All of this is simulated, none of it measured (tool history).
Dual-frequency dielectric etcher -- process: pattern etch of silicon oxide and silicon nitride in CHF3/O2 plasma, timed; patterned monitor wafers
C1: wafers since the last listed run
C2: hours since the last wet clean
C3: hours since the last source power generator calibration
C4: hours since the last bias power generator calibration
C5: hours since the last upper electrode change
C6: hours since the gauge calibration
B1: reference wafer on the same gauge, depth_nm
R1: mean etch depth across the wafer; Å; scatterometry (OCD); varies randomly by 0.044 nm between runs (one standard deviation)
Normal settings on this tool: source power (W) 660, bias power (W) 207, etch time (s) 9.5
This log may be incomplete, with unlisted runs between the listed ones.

run 1 hour=0.0 | source_power_(W)=660 bias_power_(W)=207 etch_time_(s)=9.5 | C1=0 C2=417.3 C3=4598.0 C4=2108.8 C5=3556.2 C6=21.6 | B1=12.60 | R1=144.9
run 2 hour=16.3 | source_power_(W)=660 bias_power_(W)=186 etch_time_(s)=9.5 | C1=353 C2=433.6 C3=4614.3 C4=2125.1 C5=3572.5 C6=37.9 | B1=12.59 | R1=141.7
run 3 hour=29.1 | source_power_(W)=660 bias_power_(W)=207 etch_time_(s)=9.5 | C1=277 C2=446.4 C3=4627.1 C4=2137.9 C5=3585.3 C6=50.7 | B1=12.60 | R1=145.3
run 4 hour=39.0 | source_power_(W)=660 bias_power_(W)=207 etch_time_(s)=8.5 | C1=214 C2=456.3 C3=4637.0 C4=2147.8 C5=3595.2 C6=60.6 | B1=12.61 | R1=131.0
run 5 hour=56.2 | source_power_(W)=660 bias_power_(W)=207 etch_time_(s)=8.5 | C1=372 C2=473.5 C3=4654.2 C4=2165.0 C5=3612.4 C6=77.8 | B1=12.60 | R1=130.8
run 6 hour=70.9 | source_power_(W)=660 bias_power_(W)=207 etch_time_(s)=8.5 | C1=318 C2=488.2 C3=4668.9 C4=2179.7 C5=3627.1 C6=92.5 | B1=12.59 | R1=130.8
run 7 hour=86.6 | source_power_(W)=660 bias_power_(W)=207 etch_time_(s)=9.5 | C1=340 C2=503.9 C3=4684.6 C4=2195.4 C5=3642.8 C6=108.2 | B1=12.59 | R1=146.1
run 8 hour=103.1 | source_power_(W)=660 bias_power_(W)=207 etch_time_(s)=9.5 | C1=357 C2=520.4 C3=4701.1 C4=2211.9 C5=3659.3 C6=124.7 | B1=12.59 | R1=146.9
-- hour=113.7 source power generator calibrated
-- hour=128.5 wet clean of the chamber
run 9 hour=129.0 | source_power_(W)=660 bias_power_(W)=207 etch_time_(s)=9.5 | C1=152 C2=0.5 C3=15.3 C4=2237.8 C5=3685.2 C6=150.6 | B1=12.60 | R1=138.2
run 10 hour=129.4 | source_power_(W)=660 bias_power_(W)=207 etch_time_(s)=9.5 | C1=8 C2=0.9 C3=15.7 C4=2238.2 C5=3685.6 C6=151.0 | B1=12.59 | R1=137.6
run 11 hour=136.0 | source_power_(W)=580 bias_power_(W)=207 etch_time_(s)=8.5 | C1=143 C2=7.5 C3=22.3 C4=2244.8 C5=3692.2 C6=157.6 | B1=12.60 | R1=118.2
-- hour=146.0 bias power generator calibrated
run 12 hour=146.5 | source_power_(W)=660 bias_power_(W)=207 etch_time_(s)=9.5 | C1=140 C2=18.0 C3=32.8 C4=0.5 C5=3702.7 C6=168.1 | B1=12.61 | R1=138.3
run 13 hour=153.4 | source_power_(W)=660 bias_power_(W)=207 etch_time_(s)=9.5 | C1=149 C2=24.9 C3=39.7 C4=7.4 C5=3709.6 C6=175.0 | B1=12.60 | R1=139.3
-- hour=181.4 upper electrode replaced
run 14 hour=181.9 | source_power_(W)=660 bias_power_(W)=207 etch_time_(s)=9.5 | C1=97 C2=53.4 C3=68.2 C4=35.9 C5=0.5 C6=203.5 | B1=12.60 | R1=137.7
run 15 hour=182.2 | source_power_(W)=660 bias_power_(W)=163 etch_time_(s)=9.5 | C1=6 C2=53.7 C3=68.5 C4=36.2 C5=0.8 C6=203.8 | B1=12.60 | R1=130.0
run 16 hour=182.9 | source_power_(W)=660 bias_power_(W)=207 etch_time_(s)=9.5 | C1=15 C2=54.4 C3=69.2 C4=36.9 C5=1.5 C6=204.5 | B1=12.60 | R1=139.1
-- hour=184.3 gauge calibrated
run 17 hour=189.0 | source_power_(W)=720 bias_power_(W)=231 etch_time_(s)=6.5 | C1=132 C2=60.5 C3=75.3 C4=43.0 C5=7.6 C6=4.7 | B1=12.60 | R1=101.1
run 18 hour=202.5 | source_power_(W)=660 bias_power_(W)=207 etch_time_(s)=9.5 | C1=292 C2=74.0 C3=88.8 C4=56.5 C5=21.1 C6=18.2 | B1=12.61 | R1=139.2
run 19 hour=209.3 | source_power_(W)=660 bias_power_(W)=180 etch_time_(s)=9.5 | C1=147 C2=80.8 C3=95.6 C4=63.3 C5=27.9 C6=25.0 | B1=12.59 | R1=134.2
run 20 hour=219.6 | source_power_(W)=760 bias_power_(W)=207 etch_time_(s)=9.5 | C1=223 C2=91.1 C3=105.9 C4=73.6 C5=38.2 C6=35.3 | B1=12.59 | R1=146.4
run 21 hour=227.2 | source_power_(W)=660 bias_power_(W)=229 etch_time_(s)=8.0 | C1=164 C2=98.7 C3=113.5 C4=81.2 C5=45.8 C6=42.9 | B1=12.60 | R1=120.6
run 22 hour=237.3 | source_power_(W)=560 bias_power_(W)=183 etch_time_(s)=11.5 | C1=218 C2=108.8 C3=123.6 C4=91.3 C5=55.9 C6=53.0 | B1=12.60 | R1=154.3
run 23 hour=257.5 | source_power_(W)=660 bias_power_(W)=256 etch_time_(s)=7.0 | C1=437 C2=129.0 C3=143.8 C4=111.5 C5=76.1 C6=73.2 | B1=12.59 | R1=109.9
run 24 hour=273.8 | source_power_(W)=550 bias_power_(W)=243 etch_time_(s)=6.5 | C1=353 C2=145.3 C3=160.1 C4=127.8 C5=92.4 C6=89.5 | B1=12.59 | R1=94.0
run 25 hour=282.5 | source_power_(W)=620 bias_power_(W)=207 etch_time_(s)=11.5 | C1=188 C2=154.0 C3=168.8 C4=136.5 C5=101.1 C6=98.2 | B1=12.61 | R1=166.9
run 26 hour=294.8 | source_power_(W)=790 bias_power_(W)=241 etch_time_(s)=9.5 | C1=266 C2=166.3 C3=181.1 C4=148.8 C5=113.4 C6=110.5 | B1=12.60 | R1=156.3

Same runs, no hidden state in the tool, same run-to-run variation:
Hidden state present: etch rate over this chamber's usual, %; source power that arrives over what is set, %; bias power that arrives over what is set, %; gauge reads high (%).
run=1 R1=138.3
run=2 R1=135.0
run=3 R1=138.3
run=4 R1=124.6
run=5 R1=124.1
run=6 R1=124.0
run=7 R1=138.3
run=8 R1=138.9
run=9 R1=138.8
run=10 R1=138.2
run=11 R1=118.7
run=12 R1=138.7
run=13 R1=139.6
run=14 R1=137.6
run=15 R1=130.0
run=16 R1=139.0
run=17 R1=101.0
run=18 R1=138.8
run=19 R1=133.7
run=20 R1=145.8
run=21 R1=120.0
run=22 R1=153.3
run=23 R1=109.0
run=24 R1=93.1
run=25 R1=165.1
run=26 R1=154.5
